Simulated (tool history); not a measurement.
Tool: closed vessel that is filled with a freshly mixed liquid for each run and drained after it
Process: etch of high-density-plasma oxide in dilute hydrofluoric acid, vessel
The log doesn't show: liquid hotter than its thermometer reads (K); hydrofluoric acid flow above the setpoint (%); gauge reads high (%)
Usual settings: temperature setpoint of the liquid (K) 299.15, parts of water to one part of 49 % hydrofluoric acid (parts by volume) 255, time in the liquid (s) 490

| run | hour | temperature setpoint of the liquid (K) | parts of water to one part of 49 % hydrofluoric acid (parts by volume) | time in the liquid (s) | wafers since the last listed run | hours since the thermometer was replaced | hours since the hydrofluoric acid flow meter was replaced | hours since the gauge calibration | read-back film thickness of the high-density-plasma oxide reference wafer, read on the same gauge (nm) | thickness taken off the high-density-plasma oxide on a monitor wafer (nm) |
|---|---|---|---|---|---|---|---|---|---|---|
| 1 | 0 | 296.65 | 255 | 315 | 0 | 2924 | 694.7 | 186.8 | 110 | 8.78 |
| 2 | 17.8 | 296.65 | 255 | 315 | 1136 | 2941.8 | 712.5 | 204.6 | 109.99 | 8.85 |
| 3 | 31.4 | 300.65 | 255 | 490 | 868 | 2955.4 | 726.1 | 218.2 | 110.06 | 15.66 |
| 4 | 50.6 | 299.15 | 255 | 490 | 1225 | 2974.6 | 745.3 | 237.4 | 109.97 | 15.08 |
| 5 | 68.4 | 295.65 | 255 | 310 | 1136 | 2992.4 | 763.1 | 255.2 | 109.98 | 8.46 |
| 6 | 81.2 | 295.65 | 255 | 310 | 817 | 3005.2 | 775.9 | 268 | 109.93 | 8.4 |
| 7 | 104.7 | 295.65 | 255 | 310 | 1500 | 3028.7 | 799.4 | 291.5 | 110.01 | 8.51 |
|  | 147.1 | hydrofluoric acid flow meter replaced |
| 8 | 211.5 | 299.15 | 255 | 490 | 6755 | 3135.5 | 64.4 | 398.3 | 110 | 13.4 |
| 9 | 225.8 | 296.65 | 255 | 315 | 913 | 3149.8 | 78.7 | 412.6 | 110 | 7.86 |
|  | 231.2 | thermometer replaced |
| 10 | 257.6 | 303.15 | 255 | 400 | 1966 | 26.4 | 110.5 | 444.4 | 110 | 12.74 |
|  | 265.2 | gauge calibrated |
| 11 | 273 | 299.15 | 255 | 490 | 983 | 41.8 | 125.9 | 7.8 | 109.96 | 13.48 |
| 12 | 289.4 | 303.65 | 370 | 260 | 1047 | 58.2 | 142.3 | 24.2 | 110 | 5.14 |
| 13 | 321 | 295.65 | 375 | 320 | 2017 | 89.8 | 173.9 | 55.8 | 110 | 4.78 |
| 14 | 350.1 | 294.65 | 345 | 315 | 1857 | 118.9 | 203 | 84.9 | 110 | 5.08 |
| 15 | 385 | 295.15 | 255 | 765 | 2228 | 153.8 | 237.9 | 119.8 | 109.99 | 18.73 |
| 16 | 419.5 | 300.65 | 140 | 390 | 2202 | 188.3 | 272.4 | 154.3 | 110 | 24.01 |
| 17 | 441.5 | 299.15 | 255 | 620 | 1404 | 210.3 | 294.4 | 176.3 | 109.98 | 17.36 |

The tool's hidden state at each run:
liquid hotter than its thermometer reads (K): 0 in every run
gauge reads high (%): 0 in every run
H1: hydrofluoric acid flow above the setpoint (%)
| run | H1 |
|---|---|
| 1 | 10.9 |
| 2 | 11.2 |
| 3 | 11.4 |
| 4 | 11.6 |
| 5 | 11.9 |
| 6 | 12.1 |
| 7 | 12.4 |
| 8 | 1.26 |
| 9 | 1.46 |
| 10 | 1.9 |
| 11 | 2.11 |
| 12 | 2.34 |
| 13 | 2.78 |
| 14 | 3.18 |
| 15 | 3.67 |
| 16 | 4.15 |
| 17 | 4.45 |
